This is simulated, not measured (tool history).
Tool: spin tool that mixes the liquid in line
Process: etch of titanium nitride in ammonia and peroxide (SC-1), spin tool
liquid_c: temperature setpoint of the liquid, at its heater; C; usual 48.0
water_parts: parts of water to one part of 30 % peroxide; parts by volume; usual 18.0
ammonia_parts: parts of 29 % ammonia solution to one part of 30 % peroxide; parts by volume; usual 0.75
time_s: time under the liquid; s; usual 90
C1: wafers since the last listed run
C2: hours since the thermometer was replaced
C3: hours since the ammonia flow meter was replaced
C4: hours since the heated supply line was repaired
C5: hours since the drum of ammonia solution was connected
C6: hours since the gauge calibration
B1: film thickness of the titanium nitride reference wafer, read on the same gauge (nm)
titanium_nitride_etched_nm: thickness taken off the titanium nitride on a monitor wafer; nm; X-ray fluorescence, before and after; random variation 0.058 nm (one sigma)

{"run": 1, "hour": 0.0, "liquid_c": 48.0, "water_parts": 18.0, "ammonia_parts": 0.75, "time_s": 90, "C1": 0, "C2": 1293.6, "C3": 1288.9, "C4": 467.4, "C5": 399.6, "C6": 2367.0, "B1": 79.99, "titanium_nitride_etched_nm": 6.78}
{"run": 2, "hour": 47.3, "liquid_c": 48.0, "water_parts": 18.0, "ammonia_parts": 0.75, "time_s": 90, "C1": 349, "C2": 1340.9, "C3": 1336.2, "C4": 514.7, "C5": 446.9, "C6": 2414.3, "B1": 80.03, "titanium_nitride_etched_nm": 6.75}
{"hour": 130.0, "done": "gauge calibrated"}
{"run": 3, "hour": 211.7, "liquid_c": 50.5, "water_parts": 18.0, "ammonia_parts": 0.75, "time_s": 120, "C1": 1215, "C2": 1505.3, "C3": 1500.6, "C4": 679.1, "C5": 611.3, "C6": 81.7, "B1": 79.99, "titanium_nitride_etched_nm": 10.76}
{"hour": 237.1, "done": "thermometer replaced"}
{"run": 4, "hour": 262.9, "liquid_c": 50.5, "water_parts": 18.0, "ammonia_parts": 0.75, "time_s": 120, "C1": 371, "C2": 25.8, "C3": 1551.8, "C4": 730.3, "C5": 662.5, "C6": 132.9, "B1": 79.94, "titanium_nitride_etched_nm": 11.14}
{"run": 5, "hour": 301.4, "liquid_c": 42.0, "water_parts": 18.0, "ammonia_parts": 0.6, "time_s": 90, "C1": 284, "C2": 64.3, "C3": 1590.3, "C4": 768.8, "C5": 701.0, "C6": 171.4, "B1": 80.01, "titanium_nitride_etched_nm": 4.38}
{"run": 6, "hour": 343.0, "liquid_c": 42.0, "water_parts": 18.0, "ammonia_parts": 0.6, "time_s": 90, "C1": 307, "C2": 105.9, "C3": 1631.9, "C4": 810.4, "C5": 742.6, "C6": 213.0, "B1": 79.96, "titanium_nitride_etched_nm": 4.31}
{"run": 7, "hour": 394.2, "liquid_c": 48.0, "water_parts": 18.0, "ammonia_parts": 0.75, "time_s": 135, "C1": 378, "C2": 157.1, "C3": 1683.1, "C4": 861.6, "C5": 793.8, "C6": 264.2, "B1": 80.0, "titanium_nitride_etched_nm": 10.51}
{"run": 8, "hour": 438.8, "liquid_c": 48.0, "water_parts": 18.0, "ammonia_parts": 0.75, "time_s": 90, "C1": 329, "C2": 201.7, "C3": 1727.7, "C4": 906.2, "C5": 838.4, "C6": 308.8, "B1": 79.98, "titanium_nitride_etched_nm": 6.97}
{"run": 9, "hour": 496.0, "liquid_c": 42.5, "water_parts": 24.0, "ammonia_parts": 0.85, "time_s": 115, "C1": 423, "C2": 258.9, "C3": 1784.9, "C4": 963.4, "C5": 895.6, "C6": 366.0, "B1": 80.04, "titanium_nitride_etched_nm": 5.2}
{"hour": 506.0, "done": "new drum of ammonia solution connected"}
{"run": 10, "hour": 554.8, "liquid_c": 48.0, "water_parts": 18.0, "ammonia_parts": 0.75, "time_s": 90, "C1": 427, "C2": 317.7, "C3": 1843.7, "C4": 1022.2, "C5": 48.8, "C6": 424.8, "B1": 79.98, "titanium_nitride_etched_nm": 6.88}
{"run": 11, "hour": 585.3, "liquid_c": 48.0, "water_parts": 18.0, "ammonia_parts": 0.5, "time_s": 90, "C1": 225, "C2": 348.2, "C3": 1874.2, "C4": 1052.7, "C5": 79.3, "C6": 455.3, "B1": 79.98, "titanium_nitride_etched_nm": 6.3}
{"hour": 624.5, "done": "heated supply line repaired"}
{"run": 12, "hour": 652.3, "liquid_c": 52.0, "water_parts": 15.5, "ammonia_parts": 0.75, "time_s": 90, "C1": 488, "C2": 415.2, "C3": 1941.2, "C4": 27.8, "C5": 146.3, "C6": 522.3, "B1": 79.98, "titanium_nitride_etched_nm": 9.89}
{"run": 13, "hour": 682.1, "liquid_c": 43.5, "water_parts": 26.0, "ammonia_parts": 0.6, "time_s": 125, "C1": 220, "C2": 445.0, "C3": 1971.0, "C4": 57.6, "C5": 176.1, "C6": 552.1, "B1": 79.97, "titanium_nitride_etched_nm": 5.48}
{"run": 14, "hour": 751.3, "liquid_c": 48.0, "water_parts": 18.0, "ammonia_parts": 0.75, "time_s": 135, "C1": 511, "C2": 514.2, "C3": 2040.2, "C4": 126.8, "C5": 245.3, "C6": 621.3, "B1": 80.04, "titanium_nitride_etched_nm": 10.26}
{"run": 15, "hour": 805.2, "liquid_c": 57.5, "water_parts": 18.0, "ammonia_parts": 0.75, "time_s": 90, "C1": 398, "C2": 568.1, "C3": 2094.1, "C4": 180.7, "C5": 299.2, "C6": 675.2, "B1": 79.98, "titanium_nitride_etched_nm": 13.24}

Run 16 comes next. What will it give?
{"run": 16, "hour": 842.9, "liquid_c": 48.0, "water_parts": 18.0, "ammonia_parts": 0.75, "time_s": 90, "C1": 278, "C2": 605.8, "C3": 2131.8, "C4": 218.4, "C5": 336.9, "C6": 712.9, "B1": "?", "titanium_nitride_etched_nm": "?"}

B1: 79.97
titanium_nitride_etched_nm: 6.84 nm
Without the tool's hidden state the same run would have given titanium_nitride_etched_nm 6.98 nm.
